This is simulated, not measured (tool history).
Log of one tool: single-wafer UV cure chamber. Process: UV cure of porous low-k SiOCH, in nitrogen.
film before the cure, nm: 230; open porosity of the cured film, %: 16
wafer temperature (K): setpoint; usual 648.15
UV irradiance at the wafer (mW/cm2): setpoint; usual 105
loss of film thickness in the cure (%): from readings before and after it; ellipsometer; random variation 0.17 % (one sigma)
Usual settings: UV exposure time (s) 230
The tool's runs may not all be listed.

run    hour  wafer temperature (K)  UV exposure time (s)  UV irradiance at the wafer (mW/cm2)  loss of film thickness in the cure (%)
  1       0                 648.15                   230                                  105                                   9.323
  2    64.6                 648.15                   230                                  105                                    9.78
  3     117                 648.15                   230                                  105                                   9.475
  4   158.8                 648.15                   230                                  105                                   9.365
      217.6  -- quartz window cleaned
  5   229.6                 648.15                   230                                  105                                   9.453
  6   286.9                 648.15                   230                                  123                                  10.123
  7     349                 648.15                   230                                  105                                   9.244
      376.5  -- UV bulbs replaced
  8     378                 648.15                   230                                  105                                  11.191
  9   415.6                 648.15                   230                                  105                                  11.195
      472.3  -- quartz window cleaned
 10   472.8                 648.15                   230                                  105                                  11.461
 11   677.8                 663.15                   315                                  105                                  12.821
      705.9  -- quartz window cleaned
 12   741.8                 657.15                   195                                   90                                   9.568
 13   790.8                 648.15                   230                                  105                                  11.036
 14   924.6                 648.15                   230                                  105                                  10.694
      951.4  -- quartz window cleaned
 15   983.3                 638.15                   150                                  105                                   8.242
 16  1035.8                 661.15                   230                                  132                                  11.565
 17    1084                 648.15                   190                                  105                                   9.564
 18  1129.3                 653.15                   345                                  105                                  12.282
 19  1180.9                 648.15                   230                                  105                                  10.003

Forecast each of these 4 alternatives for the next run:
  A  1181.3                 648.15                   230                                   83                                       ?
  B  1181.3                 648.15                   195                                  105                                       ?
  C  1181.3                 660.15                   355                                  105                                       ?
  D  1181.3                 630.15                   275                                   84                                       ?

run  loss of film thickness in the cure (%)
  A                                   8.944
  B                                   9.233
  C                                  12.041
  D                                   9.416
Without the tool's hidden state the same runs would have given:
run  loss of film thickness in the cure (%)
  A                                  10.065
  B                                  10.365
  C                                   13.26
  D                                  10.554

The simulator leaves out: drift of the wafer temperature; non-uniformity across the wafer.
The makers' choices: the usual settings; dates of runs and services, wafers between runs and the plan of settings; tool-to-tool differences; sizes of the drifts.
